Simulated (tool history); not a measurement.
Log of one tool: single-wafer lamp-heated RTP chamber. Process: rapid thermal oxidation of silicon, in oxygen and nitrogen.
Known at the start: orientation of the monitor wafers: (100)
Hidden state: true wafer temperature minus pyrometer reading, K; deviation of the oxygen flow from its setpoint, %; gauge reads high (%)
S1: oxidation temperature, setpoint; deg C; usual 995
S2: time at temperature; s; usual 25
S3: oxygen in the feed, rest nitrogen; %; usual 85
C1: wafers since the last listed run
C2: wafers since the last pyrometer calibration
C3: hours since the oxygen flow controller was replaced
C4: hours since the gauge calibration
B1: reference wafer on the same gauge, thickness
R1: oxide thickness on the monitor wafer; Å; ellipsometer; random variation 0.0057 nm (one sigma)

run 1 hour=0 | S1=995 S2=25 S3=85 | C1=0 C2=519 C3=3974.9 C4=549.9 | B1=3.21 | R1=38.45
run 2 hour=39 | S1=995 S2=25 S3=85 | C1=269 C2=789 C3=4013.9 C4=588.9 | B1=3.209 | R1=38.55
run 3 hour=89.3 | S1=995 S2=25 S3=85 | C1=348 C2=1138 C3=4064.2 C4=639.2 | B1=3.208 | R1=38.58
run 4 hour=150.3 | S1=995 S2=25 S3=85 | C1=422 C2=1560 C3=4125.2 C4=700.2 | B1=3.212 | R1=38.64
run 5 hour=192.9 | S1=995 S2=25 S3=85 | C1=294 C2=1855 C3=4167.8 C4=742.8 | B1=3.21 | R1=38.7
run 6 hour=243 | S1=995 S2=34 S3=98 | C1=346 C2=2201 C3=4217.9 C4=792.9 | B1=3.211 | R1=45.98
run 7 hour=275.5 | S1=995 S2=34 S3=98 | C1=224 C2=2426 C3=4250.4 C4=825.4 | B1=3.209 | R1=46.1
run 8 hour=309.8 | S1=995 S2=34 S3=98 | C1=237 C2=2664 C3=4284.7 C4=859.7 | B1=3.208 | R1=46
run 9 hour=356.8 | S1=995 S2=25 S3=85 | C1=325 C2=2989 C3=4331.7 C4=906.7 | B1=3.209 | R1=39.04
run 10 hour=389.2 | S1=995 S2=25 S3=85 | C1=224 C2=3213 C3=4364.1 C4=939.1 | B1=3.208 | R1=38.97
-- hour=416 oxygen flow controller replaced
run 11 hour=438.1 | S1=995 S2=25 S3=85 | C1=283 C2=3496 C3=22.1 C4=988 | B1=3.211 | R1=38.95
run 12 hour=479.9 | S1=995 S2=25 S3=85 | C1=289 C2=3786 C3=63.9 C4=1029.8 | B1=3.209 | R1=38.96
run 13 hour=535.6 | S1=995 S2=25 S3=85 | C1=385 C2=4171 C3=119.6 C4=1085.5 | B1=3.21 | R1=38.94
run 14 hour=575.4 | S1=995 S2=20 S3=68 | C1=275 C2=4447 C3=159.4 C4=1125.3 | B1=3.211 | R1=33.74
-- hour=613.6 gauge calibrated
run 15 hour=617.9 | S1=995 S2=25 S3=85 | C1=294 C2=4741 C3=201.9 C4=4.3 | B1=3.209 | R1=38.98
run 16 hour=664.6 | S1=1025 S2=30 S3=85 | C1=323 C2=5064 C3=248.6 C4=51 | B1=3.21 | R1=51.59
run 17 hour=793 | S1=995 S2=34 S3=98 | C1=888 C2=5953 C3=377 C4=179.4 | B1=3.208 | R1=46.15
-- hour=803.9 pyrometer window cleaned and pyrometer calibrated
run 18 hour=832.3 | S1=995 S2=25 S3=98 | C1=216 C2=196 C3=416.3 C4=218.7 | B1=3.211 | R1=40.18
run 19 hour=898.3 | S1=995 S2=25 S3=85 | C1=456 C2=653 C3=482.3 C4=284.7 | B1=3.21 | R1=38.57
run 20 hour=935.7 | S1=1012 S2=30 S3=70 | C1=258 C2=912 C3=519.7 C4=322.1 | B1=3.209 | R1=43.68
run 21 hour=960.1 | S1=1009 S2=28 S3=85 | C1=168 C2=1081 C3=544.1 C4=346.5 | B1=3.21 | R1=44.54
run 22 hour=995 | S1=981 S2=21 S3=98 | C1=241 C2=1322 C3=579 C4=381.4 | B1=3.208 | R1=34.65
run 23 hour=1038.3 | S1=995 S2=25 S3=85 | C1=299 C2=1622 C3=622.3 C4=424.7 | B1=3.211 | R1=38.78
run 24 hour=1104.1 | S1=1017 S2=17 S3=70 | C1=455 C2=2077 C3=688.1 C4=490.5 | B1=3.209 | R1=36.5
run 25 hour=1137.2 | S1=967 S2=25 S3=85 | C1=229 C2=2306 C3=721.2 C4=523.6 | B1=3.212 | R1=32.58
run 26 hour=1187 | S1=995 S2=25 S3=65 | C1=344 C2=2651 C3=771 C4=573.4 | B1=3.207 | R1=35.95

Measured less the same run without the tool's hidden state. The same run-to-run variation is in both; the gauge's scatter may not be:
run=1 R1=+0.22
run=2 R1=+0.28
run=3 R1=+0.36
run=4 R1=+0.44
run=5 R1=+0.49
run=6 R1=+0.68
run=7 R1=+0.72
run=8 R1=+0.75
run=9 R1=+0.63
run=10 R1=+0.64
run=11 R1=+0.67
run=12 R1=+0.69
run=13 R1=+0.72
run=14 R1=+0.56
run=15 R1=+0.74
run=16 R1=+1.06
run=17 R1=+1
run=18 R1=+0.2
run=19 R1=+0.32
run=20 R1=+0.44
run=21 R1=+0.49
run=22 R1=+0.39
run=23 R1=+0.52
run=24 R1=+0.52
run=25 R1=+0.46
run=26 R1=+0.57
